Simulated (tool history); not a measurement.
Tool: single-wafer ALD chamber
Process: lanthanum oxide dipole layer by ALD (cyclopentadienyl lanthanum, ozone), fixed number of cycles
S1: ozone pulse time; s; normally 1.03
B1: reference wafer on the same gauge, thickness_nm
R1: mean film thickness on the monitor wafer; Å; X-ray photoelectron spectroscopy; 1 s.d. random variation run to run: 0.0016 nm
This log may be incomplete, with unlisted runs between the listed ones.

run  hour    S1     B1    R1
  1   0.0  1.23  0.572  5.12
  2  15.0  1.23  0.572  5.10
     26.7  -- gauge calibrated
  3  31.5  1.23  0.572  5.09
     46.0  -- showerhead replaced
  4  46.5  1.03  0.572  4.90
  5  46.9  1.03  0.572  4.90
  6  51.9  0.78  0.571  4.58
     68.1  -- ozone generator serviced
  7  69.0  0.78  0.572  4.56
     77.5  -- thermocouple changed; heater temperature recalibrated
  8  78.0  0.79  0.572  4.60
  9  83.7  0.82  0.572  4.64

Expected results for the next run?
 10  99.3  0.89   ?   ?

B1: 0.572
R1: 4.75 Å
On a tool with no hidden condition, and with the same random variation, this run would have come out at R1 4.75 Å.

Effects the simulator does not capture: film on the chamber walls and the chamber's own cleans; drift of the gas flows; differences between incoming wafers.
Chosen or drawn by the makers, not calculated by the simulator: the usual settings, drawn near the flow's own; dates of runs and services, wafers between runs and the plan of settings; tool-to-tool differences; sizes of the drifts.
